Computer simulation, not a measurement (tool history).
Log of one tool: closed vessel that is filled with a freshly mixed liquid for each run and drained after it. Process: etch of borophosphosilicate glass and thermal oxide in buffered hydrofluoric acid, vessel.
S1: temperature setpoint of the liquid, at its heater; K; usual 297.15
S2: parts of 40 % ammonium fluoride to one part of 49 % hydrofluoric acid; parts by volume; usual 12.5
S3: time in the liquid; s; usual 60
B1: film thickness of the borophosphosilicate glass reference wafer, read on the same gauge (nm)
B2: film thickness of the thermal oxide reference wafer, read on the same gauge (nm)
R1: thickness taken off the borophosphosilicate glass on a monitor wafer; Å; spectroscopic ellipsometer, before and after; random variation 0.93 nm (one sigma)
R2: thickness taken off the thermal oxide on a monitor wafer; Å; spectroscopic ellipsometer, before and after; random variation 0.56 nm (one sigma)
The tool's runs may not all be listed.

run,day,S1,S2,S3,B1,B2,R1,R2
1,0,297.15,12.5,50,110.04,60,1277.2,490.8
2,2.192,297.15,12.5,60,110.05,59.99,1527.3,597
3,4.038,297.15,12.5,60,109.98,60,1512.8,591.9
# day 5.342: hydrofluoric acid flow meter replaced
4,5.842,297.15,12.5,60,110.02,60,1558.5,606.5
5,12.288,297.15,12.5,60,110,59.99,1540.9,604.3
6,13.625,297.15,12.5,60,110.04,60.04,1562.9,596.4
# day 15.425: thermometer replaced
7,16.425,297.15,12.5,60,110.05,59.99,1496.7,577.9
8,18.5,301.15,10.5,60,110.01,60.02,2192.6,855.7
9,21.254,301.15,10.5,60,110.01,60,2151.1,851.9
10,24.167,292.15,12.5,35,109.99,60.01,657.7,259.5
11,25.412,297.15,12.5,60,110.01,60.01,1469.1,584.2
12,27.083,297.15,15.5,75,110,59.98,1495.7,590.7
13,28.658,301.15,8,30,110.02,60,1375,533.4
14,29.95,297.15,12.5,60,110.01,60,1462.4,575.9
15,31.529,299.15,17,60,110,59.97,1225.1,485.7
16,33.017,301.15,14.5,60,110,59.97,1573,610.2
# day 34.196: gauge calibrated
17,34.279,297.15,12.5,60,109.99,60.01,1469,567.3
18,36.325,297.15,12.5,60,110,60,1460.1,577.5
19,37.446,292.15,15,45,110.05,60.03,698.3,274.9
# day 37.904: hydrofluoric acid flow meter replaced
20,39.529,298.65,14,35,110,60.02,865,333.9
21,41.567,297.15,8.5,60,109.98,59.97,2143,826.5
22,44.15,300.15,12.5,95,109.96,59.97,2809.3,1092.2
23,46.908,293.15,15.5,35,110.01,60,566.9,222.9
24,49.788,297.15,12.5,60,110.02,60,1520.9,593.1
25,52.504,301.65,10.5,60,110.01,59.98,2256.9,895.5

4 ways to go on from here, each from the tool as it stands after run 25. What would each give?
A,52.533,297.15,15,60,?,?,?,?
B,52.533,299.15,11,35,?,?,?,?
C,52.533,294.15,17,40,?,?,?,?
D,52.533,295.15,15,85,?,?,?,?

run,B1,B2,R1,R2
A,110.02,60.05,1255.7,492.7
B,110.02,60.05,1106.3,433.9
C,110.02,60.05,628.2,246.2
D,110.02,60.05,1595.9,625.4
Without the tool's hidden state the same runs would have given:
run,R1,R2
A,1252.3,491.2
B,1103.5,432.6
C,626.3,245.3
D,1591.2,623.4
